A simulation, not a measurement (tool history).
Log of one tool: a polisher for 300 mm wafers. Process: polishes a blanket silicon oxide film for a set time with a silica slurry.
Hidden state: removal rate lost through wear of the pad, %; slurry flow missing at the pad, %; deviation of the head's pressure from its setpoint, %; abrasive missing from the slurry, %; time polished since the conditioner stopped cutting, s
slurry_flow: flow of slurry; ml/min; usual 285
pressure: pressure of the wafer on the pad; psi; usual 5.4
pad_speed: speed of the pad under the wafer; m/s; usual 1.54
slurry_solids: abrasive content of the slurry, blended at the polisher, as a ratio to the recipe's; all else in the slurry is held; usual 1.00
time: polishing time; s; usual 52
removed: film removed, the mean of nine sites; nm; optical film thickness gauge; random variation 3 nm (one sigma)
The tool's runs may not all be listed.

run,hour,slurry_flow,pressure,pad_speed,slurry_solids,time,wafers since the last listed run,wafers polished on this pad,hours since the slurry nozzle was cleaned,hours since the head pressure was calibrated,hours since the slurry blender was calibrated,hours since the conditioning disc was replaced,"incoming thickness of the incoming film, nm",removed
1,0.0,285,5.4,1.54,1.00,52,0,47,159.7,692.0,214.8,98.1,799.3,264.3
# hour 8.4: slurry blender recalibrated
2,8.9,285,5.4,1.54,1.00,52,90,137,168.6,700.9,0.5,107.0,813.2,261.5
3,46.1,285,5.4,1.54,1.00,52,486,623,205.8,738.1,37.7,144.2,809.7,260.3
4,58.5,285,5.4,1.54,1.00,52,162,785,218.2,750.5,50.1,156.6,813.6,261.9
5,65.3,285,5.4,1.54,1.00,52,88,874,225.0,757.3,56.9,163.4,795.3,262.5
# hour 76.2: worn pad replaced by a new one
6,91.1,285,4.1,1.54,1.00,52,285,195,250.8,783.1,82.7,189.2,807.6,214.0
7,103.9,285,4.1,1.54,1.00,52,167,362,263.6,795.9,95.5,202.0,823.9,209.8
8,119.5,285,4.1,1.54,1.00,52,203,566,279.2,811.5,111.1,217.6,823.0,216.4
9,135.9,285,5.4,1.54,1.00,52,214,780,295.6,827.9,127.5,234.0,806.0,262.6
# hour 160.4: worn pad replaced by a new one
10,173.4,285,5.4,1.54,1.00,52,438,170,333.1,865.4,165.0,271.5,813.0,265.4
11,189.5,215,5.4,1.54,1.00,52,210,381,349.2,881.5,181.1,287.6,815.8,250.7
12,202.5,365,5.4,1.54,1.00,52,169,551,362.2,894.5,194.1,300.6,826.2,265.6
13,216.4,235,6.6,1.54,0.75,52,181,732,376.1,908.4,208.0,314.5,801.6,264.1
14,231.2,285,6.9,1.54,1.00,67,193,926,390.9,923.2,222.8,329.3,799.3,405.8
# hour 240.3: slurry blender recalibrated
15,240.9,365,6.7,1.96,1.00,70,100,1027,400.6,932.9,0.6,339.0,812.0,527.6
# hour 249.4: slurry nozzle cleaned
# hour 257.6: worn pad replaced by a new one
16,258.1,285,5.4,1.90,1.10,52,159,7,8.7,950.1,17.8,356.2,807.8,326.2
17,261.7,285,5.4,1.54,1.30,52,47,54,12.3,953.7,21.4,359.8,822.8,300.8
# hour 271.1: conditioning disc replaced and pad reconditioned
# hour 304.1: head pressure recalibrated
18,315.0,285,5.4,1.54,1.00,52,644,698,65.6,10.9,74.7,43.9,805.0,268.6
19,321.5,285,5.4,1.20,0.90,52,84,783,72.1,17.4,81.2,50.4,808.8,200.4
20,336.5,285,5.4,1.54,1.00,43,196,979,87.1,32.4,96.2,65.4,809.8,217.8
# hour 343.8: worn pad replaced by a new one
21,348.9,380,4.6,1.12,1.00,64,109,66,99.5,44.8,108.6,77.8,806.6,227.0
22,366.3,285,5.4,1.54,1.00,52,227,293,116.9,62.2,126.0,95.2,803.1,264.8
23,381.7,285,4.7,1.70,1.00,52,201,495,132.3,77.6,141.4,110.6,806.2,250.9
24,393.3,285,5.4,1.90,1.00,52,151,646,143.9,89.2,153.0,122.2,824.3,309.9
25,409.7,285,5.4,1.54,1.00,52,214,861,160.3,105.6,169.4,138.6,824.6,265.8

5 ways to go on from here, each from the tool as it stands after run 25. What would each give?
A,410.1,285,5.4,1.54,1.25,52,5,866,160.7,106.0,169.8,139.0,812.2,?
B,410.1,285,4.9,1.54,0.90,52,5,866,160.7,106.0,169.8,139.0,812.2,?
C,410.1,285,5.4,1.54,1.25,68,5,866,160.7,106.0,169.8,139.0,812.2,?
D,410.1,195,4.8,1.34,1.00,43,5,866,160.7,106.0,169.8,139.0,812.2,?
E,410.1,195,3.8,1.54,1.00,52,5,866,160.7,106.0,169.8,139.0,812.2,?

run,removed
A,290.9
B,234.2
C,380.4
D,170.3
E,194.1
Without the tool's hidden state the same runs would have given:
run,removed
A,290.9
B,234.2
C,380.4
D,170.3
E,194.1
